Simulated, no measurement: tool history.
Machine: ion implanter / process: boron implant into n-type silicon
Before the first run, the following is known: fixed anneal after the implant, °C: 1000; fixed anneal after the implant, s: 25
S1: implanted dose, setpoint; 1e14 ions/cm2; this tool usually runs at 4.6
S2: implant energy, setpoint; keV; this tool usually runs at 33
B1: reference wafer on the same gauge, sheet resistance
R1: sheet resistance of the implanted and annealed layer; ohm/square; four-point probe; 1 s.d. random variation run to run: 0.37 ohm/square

Run 1, day 0: usual settings; B1 281.88. Result: R1 255.46 ohm/square.
Run 2, day 0.575: usual settings; B1 282.05. Result: R1 255.48 ohm/square.
Run 3, day 0.917: usual settings; B1 282.14. Result: R1 254.7 ohm/square.
Run 4, day 1.638: usual settings; B1 282.12. Result: R1 255.85 ohm/square.
Run 5, day 2.338: usual settings; B1 281.86. Result: R1 255.59 ohm/square.
Run 6, day 2.846: usual settings; B1 282.07. Result: R1 256.07 ohm/square.
Run 7, day 3.375: usual settings; B1 281.99. Result: R1 255.3 ohm/square.
At day 3.883: extraction supply calibrated.
At day 4.083: Faraday cup replaced and dose calibrated.
Run 8, day 4.104: usual settings; B1 281.97. Result: R1 246.87 ohm/square.
Run 9, day 4.279: usual settings but S2 42 keV; B1 282. Result: R1 240.75 ohm/square.
Run 10, day 4.858: usual settings; B1 281.94. Result: R1 247.11 ohm/square.
At day 5.296: gauge calibrated.
Run 11, day 5.408: usual settings but S2 42 keV; B1 281.92. Result: R1 240.92 ohm/square.
Run 12, day 6.071: usual settings; B1 281.91. Result: R1 246.28 ohm/square.
Run 13, day 7.325: usual settings but S1 3.92 1e14 ions/cm2, S2 36.5 keV; B1 281.97. Result: R1 278.01 ohm/square.
Run 14, day 7.829: usual settings but S1 3.65 1e14 ions/cm2; B1 282.17. Result: R1 297.26 ohm/square.
Run 15, day 8.138: usual settings but S1 5.86 1e14 ions/cm2, S2 38.5 keV; B1 281.95. Result: R1 200.48 ohm/square.
Run 16, day 8.554: usual settings but S1 5.33 1e14 ions/cm2, S2 27 keV; B1 282. Result: R1 223.96 ohm/square.
Run 17, day 9.262: usual settings but S1 5.31 1e14 ions/cm2, S2 23 keV; B1 281.99. Result: R1 228.03 ohm/square.
Run 18, day 9.867: usual settings but S1 3.48 1e14 ions/cm2, S2 43 keV; B1 281.94. Result: R1 300.87 ohm/square.
Run 19, day 10.583: usual settings but S1 3.89 1e14 ions/cm2, S2 36.5 keV; B1 282.14. Result: R1 281.18 ohm/square.
Run 20, day 10.904: usual settings; B1 281.9. Result: R1 247.83 ohm/square.

Below, some changes in R1 between adjacent runs. For each, the amount present without the hidden state too (settings, incoming material, random variation) and the amount remaining for the hidden state with gauge scatter not shared by both compared results:
Hidden conditions of the tool in this case: deviation of the true dose from the Faraday cup's reading, %; deviation of the true energy from its setpoint, %; gauge reads high (%).
Run 7 -> 8: extraction supply calibrated, Faraday cup replaced and dose calibrated. R1 -8.43 ohm/square: hidden state -8.97, all else +0.54.
Run 14 -> 15: S1 3.65 -> 5.86, S2 33 -> 38.5. R1 -96.78 ohm/square: hidden state -0.46, all else -96.32.
Run 17 -> 18: S1 5.31 -> 3.48, S2 23 -> 43. R1 +72.84 ohm/square: hidden state +0.46, all else +72.38.
